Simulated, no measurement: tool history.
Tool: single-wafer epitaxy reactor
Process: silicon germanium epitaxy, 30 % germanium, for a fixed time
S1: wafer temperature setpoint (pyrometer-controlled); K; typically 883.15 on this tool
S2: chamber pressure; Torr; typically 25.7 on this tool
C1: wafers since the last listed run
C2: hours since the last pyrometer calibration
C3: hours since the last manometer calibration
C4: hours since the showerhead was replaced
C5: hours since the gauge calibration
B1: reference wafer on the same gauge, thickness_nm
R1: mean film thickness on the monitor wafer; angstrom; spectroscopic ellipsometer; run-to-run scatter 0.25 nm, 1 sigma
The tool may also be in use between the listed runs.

{"run": 1, "hour": 0.0, "S1": 883.15, "S2": 20.6, "C1": 0, "C2": 1136.7, "C3": 2001.2, "C4": 3279.6, "C5": 51.8, "B1": 92.177, "R1": 704.11}
{"run": 2, "hour": 61.1, "S1": 883.15, "S2": 20.6, "C1": 1490, "C2": 1197.8, "C3": 2062.3, "C4": 3340.7, "C5": 112.9, "B1": 92.239, "R1": 701.5}
{"run": 3, "hour": 89.1, "S1": 883.15, "S2": 28.8, "C1": 683, "C2": 1225.8, "C3": 2090.3, "C4": 3368.7, "C5": 140.9, "B1": 92.249, "R1": 893.79}
{"run": 4, "hour": 131.0, "S1": 883.15, "S2": 28.8, "C1": 1022, "C2": 1267.7, "C3": 2132.2, "C4": 3410.6, "C5": 182.8, "B1": 92.208, "R1": 892.83}
{"run": 5, "hour": 174.4, "S1": 883.15, "S2": 28.8, "C1": 1059, "C2": 1311.1, "C3": 2175.6, "C4": 3454.0, "C5": 226.2, "B1": 92.242, "R1": 897.65}
{"hour": 191.6, "done": "capacitance manometer re-zeroed and calibrated"}
{"hour": 196.1, "done": "pyrometer calibrated"}
{"run": 6, "hour": 234.9, "S1": 883.15, "S2": 25.7, "C1": 1172, "C2": 38.8, "C3": 43.3, "C4": 3514.5, "C5": 286.7, "B1": 92.157, "R1": 779.56}
{"hour": 292.4, "done": "gauge calibrated"}
{"run": 7, "hour": 304.2, "S1": 883.15, "S2": 25.7, "C1": 1691, "C2": 108.1, "C3": 112.6, "C4": 3583.8, "C5": 11.8, "B1": 92.224, "R1": 786.86}
{"run": 8, "hour": 337.1, "S1": 883.15, "S2": 25.7, "C1": 802, "C2": 141.0, "C3": 145.5, "C4": 3616.7, "C5": 44.7, "B1": 92.169, "R1": 788.88}
{"run": 9, "hour": 391.7, "S1": 889.15, "S2": 25.7, "C1": 1332, "C2": 195.6, "C3": 200.1, "C4": 3671.3, "C5": 99.3, "B1": 92.2, "R1": 887.23}
{"run": 10, "hour": 431.4, "S1": 883.15, "S2": 25.7, "C1": 968, "C2": 235.3, "C3": 239.8, "C4": 3711.0, "C5": 139.0, "B1": 92.241, "R1": 788.38}
{"run": 11, "hour": 491.0, "S1": 871.15, "S2": 28.1, "C1": 1454, "C2": 294.9, "C3": 299.4, "C4": 3770.6, "C5": 198.6, "B1": 92.284, "R1": 653.12}
{"hour": 508.7, "done": "showerhead replaced"}
{"run": 12, "hour": 515.8, "S1": 872.15, "S2": 28.1, "C1": 409, "C2": 319.7, "C3": 324.2, "C4": 7.1, "C5": 223.4, "B1": 92.223, "R1": 670.23}
{"run": 13, "hour": 557.2, "S1": 872.15, "S2": 20.4, "C1": 1010, "C2": 361.1, "C3": 365.6, "C4": 48.5, "C5": 264.8, "B1": 92.191, "R1": 534.54}
{"run": 14, "hour": 608.1, "S1": 888.15, "S2": 21.2, "C1": 1242, "C2": 412.0, "C3": 416.5, "C4": 99.4, "C5": 315.7, "B1": 92.168, "R1": 764.09}
{"hour": 632.1, "done": "gauge calibrated"}
{"run": 15, "hour": 636.9, "S1": 877.15, "S2": 27.4, "C1": 702, "C2": 440.8, "C3": 445.3, "C4": 128.2, "C5": 4.8, "B1": 92.241, "R1": 737.88}

5 options for the next run, each taken on its own from the tool as it stands now. Forecast them:
{"run": "A", "hour": 637.3, "S1": 883.15, "S2": 25.7, "C1": 9, "C2": 441.2, "C3": 445.7, "C4": 128.6, "C5": 5.2, "B1": "?", "R1": "?"}
{"run": "B", "hour": 637.3, "S1": 892.15, "S2": 25.7, "C1": 9, "C2": 441.2, "C3": 445.7, "C4": 128.6, "C5": 5.2, "B1": "?", "R1": "?"}
{"run": "C", "hour": 637.3, "S1": 888.15, "S2": 23.1, "C1": 9, "C2": 441.2, "C3": 445.7, "C4": 128.6, "C5": 5.2, "B1": "?", "R1": "?"}
{"run": "D", "hour": 637.3, "S1": 868.15, "S2": 28.0, "C1": 9, "C2": 441.2, "C3": 445.7, "C4": 128.6, "C5": 5.2, "B1": "?", "R1": "?"}
{"run": "E", "hour": 637.3, "S1": 869.15, "S2": 24.0, "C1": 9, "C2": 441.2, "C3": 445.7, "C4": 128.6, "C5": 5.2, "B1": "?", "R1": "?"}

run=A B1=92.183 R1=797.31
run=B B1=92.183 R1=953.87
run=C B1=92.183 R1=817.33
run=D B1=92.183 R1=619.94
run=E B1=92.183 R1=570.43
Had the tool no hidden state, the same runs would have come out as:
run=A R1=780.99
run=B R1=934.78
run=C R1=800.80
run=D R1=606.75
run=E R1=558.33
